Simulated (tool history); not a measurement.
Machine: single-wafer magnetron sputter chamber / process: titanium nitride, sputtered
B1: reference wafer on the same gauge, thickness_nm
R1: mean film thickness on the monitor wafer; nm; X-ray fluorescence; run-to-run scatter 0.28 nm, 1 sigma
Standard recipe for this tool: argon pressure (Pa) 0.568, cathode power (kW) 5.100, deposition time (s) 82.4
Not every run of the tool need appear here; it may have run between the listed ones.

run 1 hour=0.0 | argon_pressure_(Pa)=0.568 cathode_power_(kW)=5.100 deposition_time_(s)=82.4 | B1=81.198 | R1=75.880
run 2 hour=9.4 | argon_pressure_(Pa)=0.568 cathode_power_(kW)=5.100 deposition_time_(s)=82.4 | B1=81.103 | R1=75.161
run 3 hour=20.0 | argon_pressure_(Pa)=0.568 cathode_power_(kW)=5.100 deposition_time_(s)=82.4 | B1=81.087 | R1=75.425
run 4 hour=36.0 | argon_pressure_(Pa)=0.568 cathode_power_(kW)=5.100 deposition_time_(s)=82.4 | B1=81.255 | R1=75.032
run 5 hour=47.8 | argon_pressure_(Pa)=0.568 cathode_power_(kW)=5.100 deposition_time_(s)=86.6 | B1=81.129 | R1=79.001
run 6 hour=61.7 | argon_pressure_(Pa)=0.568 cathode_power_(kW)=5.100 deposition_time_(s)=82.4 | B1=81.184 | R1=75.362
run 7 hour=70.3 | argon_pressure_(Pa)=0.568 cathode_power_(kW)=5.100 deposition_time_(s)=82.4 | B1=81.284 | R1=74.946
run 8 hour=76.7 | argon_pressure_(Pa)=0.568 cathode_power_(kW)=5.100 deposition_time_(s)=82.4 | B1=81.176 | R1=74.281
run 9 hour=85.7 | argon_pressure_(Pa)=0.568 cathode_power_(kW)=5.100 deposition_time_(s)=82.4 | B1=81.240 | R1=74.074
run 10 hour=117.6 | argon_pressure_(Pa)=0.568 cathode_power_(kW)=5.100 deposition_time_(s)=82.4 | B1=81.277 | R1=73.872
run 11 hour=127.2 | argon_pressure_(Pa)=0.702 cathode_power_(kW)=5.100 deposition_time_(s)=82.4 | B1=81.222 | R1=70.749
run 12 hour=137.9 | argon_pressure_(Pa)=0.568 cathode_power_(kW)=5.100 deposition_time_(s)=82.4 | B1=81.193 | R1=73.838
-- hour=152.7 sputter target and shields replaced
run 13 hour=153.2 | argon_pressure_(Pa)=0.568 cathode_power_(kW)=5.100 deposition_time_(s)=82.4 | B1=81.001 | R1=70.022
run 14 hour=166.5 | argon_pressure_(Pa)=0.726 cathode_power_(kW)=5.100 deposition_time_(s)=82.4 | B1=81.062 | R1=66.542
-- hour=182.5 magnet pack replaced
run 15 hour=183.0 | argon_pressure_(Pa)=0.488 cathode_power_(kW)=5.100 deposition_time_(s)=82.4 | B1=81.220 | R1=71.647
run 16 hour=195.8 | argon_pressure_(Pa)=0.568 cathode_power_(kW)=5.100 deposition_time_(s)=82.4 | B1=81.202 | R1=70.346
-- hour=199.6 gauge calibrated
run 17 hour=208.2 | argon_pressure_(Pa)=0.568 cathode_power_(kW)=5.100 deposition_time_(s)=82.4 | B1=81.313 | R1=69.780
run 18 hour=218.5 | argon_pressure_(Pa)=0.686 cathode_power_(kW)=5.100 deposition_time_(s)=91.1 | B1=81.158 | R1=74.640
-- hour=230.9 sputter target and shields replaced, repeated, since the last time left the tool worse
-- hour=233.3 capacitance manometer re-zeroed and calibrated
run 19 hour=233.8 | argon_pressure_(Pa)=0.440 cathode_power_(kW)=5.100 deposition_time_(s)=71.7 | B1=81.142 | R1=69.333
run 20 hour=240.4 | argon_pressure_(Pa)=0.568 cathode_power_(kW)=6.200 deposition_time_(s)=82.4 | B1=81.143 | R1=87.125
run 21 hour=255.6 | argon_pressure_(Pa)=0.476 cathode_power_(kW)=6.250 deposition_time_(s)=74.0 | B1=81.328 | R1=81.729
run 22 hour=269.5 | argon_pressure_(Pa)=0.770 cathode_power_(kW)=6.250 deposition_time_(s)=82.4 | B1=81.278 | R1=82.670
run 23 hour=276.0 | argon_pressure_(Pa)=0.455 cathode_power_(kW)=4.400 deposition_time_(s)=87.1 | B1=81.172 | R1=75.415
run 24 hour=286.8 | argon_pressure_(Pa)=0.568 cathode_power_(kW)=3.950 deposition_time_(s)=92.2 | B1=81.199 | R1=72.128
run 25 hour=293.8 | argon_pressure_(Pa)=0.432 cathode_power_(kW)=6.250 deposition_time_(s)=67.4 | B1=81.079 | R1=74.786
run 26 hour=304.6 | argon_pressure_(Pa)=0.349 cathode_power_(kW)=6.300 deposition_time_(s)=94.7 | B1=81.272 | R1=107.974
run 27 hour=320.7 | argon_pressure_(Pa)=0.743 cathode_power_(kW)=5.500 deposition_time_(s)=88.1 | B1=81.243 | R1=80.924

Some steps in R1 between neighbouring runs. How much of each would the tool show without its hidden state too (settings, what came in, random variation), and how much is left for the hidden state, with any gauge scatter that isn't in both results?
What the log doesn't record here: deposition rate above that of a new target (%); true argon pressure above the setpoint (%); gauge reads high (%).
Run 12 -> 13: sputter target and shields replaced. R1 -3.816 nm: hidden state -3.317, all else -0.499.
Run 18 -> 19: argon pressure (Pa) 0.686 -> 0.440, deposition time (s) 91.1 -> 71.7, sputter target and shields replaced, repeated, since the last time left the tool worse, capacitance manometer re-zeroed and calibrated. R1 -5.307 nm: hidden state +6.990, all else -12.297.
Run 25 -> 26: argon pressure (Pa) 0.432 -> 0.349, cathode power (kW) 6.250 -> 6.300, deposition time (s) 67.4 -> 94.7. R1 +33.188 nm: hidden state -0.228, all else +33.416.
Run 26 -> 27: argon pressure (Pa) 0.349 -> 0.743, cathode power (kW) 6.300 -> 5.500, deposition time (s) 94.7 -> 88.1. R1 -27.050 nm: hidden state +0.010, all else -27.060.
